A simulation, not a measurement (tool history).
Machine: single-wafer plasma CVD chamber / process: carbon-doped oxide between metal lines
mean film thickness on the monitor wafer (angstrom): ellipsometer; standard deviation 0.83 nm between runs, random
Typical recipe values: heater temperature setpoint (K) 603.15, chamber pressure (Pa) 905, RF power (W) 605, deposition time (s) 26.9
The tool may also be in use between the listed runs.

run	hour	heater temperature setpoint (K)	chamber pressure (Pa)	RF power (W)	deposition time (s)	wafers since the last listed run	hours since the last thermocouple change	hours since the last RF generator calibration	hours since the last manometer calibration	hours since the showerhead was replaced	hours since the gauge calibration	read-back reference wafer on the same gauge, thickness_nm	mean film thickness on the monitor wafer (angstrom)
1	0.0	603.15	905	605	26.9	0	978.0	1912.1	1265.9	6809.7	151.7	157.914	1745.73
2	133.8	603.15	905	605	26.9	1878	1111.8	2045.9	1399.7	6943.5	285.5	157.910	1743.07
3	182.6	610.15	825	605	26.9	685	1160.6	2094.7	1448.5	6992.3	334.3	158.229	1684.26
4	237.8	610.15	825	605	26.9	774	1215.8	2149.9	1503.7	7047.5	389.5	157.731	1677.48
5	264.1	610.15	825	605	26.9	369	1242.1	2176.2	1530.0	7073.8	415.8	158.280	1684.44
6	296.9	603.15	905	605	26.9	460	1274.9	2209.0	1562.8	7106.6	448.6	158.059	1742.73
# hour 338.8: capacitance manometer re-zeroed and calibrated
# hour 358.9: thermocouple changed; heater temperature recalibrated
7	359.4	603.15	905	605	26.9	652	0.5	2271.5	20.6	7169.1	511.1	157.743	1684.10
8	382.9	603.15	905	605	26.9	329	24.0	2295.0	44.1	7192.6	534.6	157.789	1687.96
# hour 416.2: gauge calibrated
# hour 420.4: RF generator calibrated
9	443.3	603.15	905	605	26.9	735	84.4	22.9	104.5	7253.0	27.1	157.658	1694.77
10	483.1	603.15	905	605	26.9	558	124.2	62.7	144.3	7292.8	66.9	157.809	1698.32
11	537.5	603.15	905	695	26.9	763	178.6	117.1	198.7	7347.2	121.3	157.476	1909.60
# hour 554.1: showerhead replaced
12	586.6	603.15	821	605	26.9	576	227.7	166.2	247.8	32.5	170.4	157.958	1698.56
13	630.2	588.15	1087	520	29.7	612	271.3	209.8	291.4	76.1	214.0	157.727	1784.77
14	679.6	603.15	905	605	26.9	693	320.7	259.2	340.8	125.5	263.4	158.088	1723.28
15	708.3	603.15	905	605	26.9	402	349.4	287.9	369.5	154.2	292.1	158.169	1705.65
16	753.0	603.15	905	605	26.9	627	394.1	332.6	414.2	198.9	336.8	157.866	1729.18
17	779.9	603.15	905	550	25.2	377	421.0	359.5	441.1	225.8	363.7	158.009	1481.93
18	815.6	603.15	905	515	23.2	501	456.7	395.2	476.8	261.5	399.4	158.119	1288.17
19	863.2	603.15	905	605	28.9	668	504.3	442.8	524.4	309.1	447.0	157.624	1851.07

What if the next run were any one of these 4? Each begins from the tool's condition after run 19:
A	863.6	603.15	905	605	26.9	5	504.7	443.2	524.8	309.5	447.4	?	?
B	863.6	603.15	839	605	22.4	5	504.7	443.2	524.8	309.5	447.4	?	?
C	863.6	603.15	1025	605	30.5	5	504.7	443.2	524.8	309.5	447.4	?	?
D	863.6	603.15	1108	605	26.9	5	504.7	443.2	524.8	309.5	447.4	?	?

run	read-back reference wafer on the same gauge, thickness_nm	mean film thickness on the monitor wafer (angstrom)
A	158.161	1720.89
B	158.161	1426.25
C	158.161	1965.42
D	158.161	1745.66
Without the tool's unlogged condition, the same runs would have read:
run	mean film thickness on the monitor wafer (angstrom)
A	1695.50
B	1405.21
C	1936.42
D	1719.90
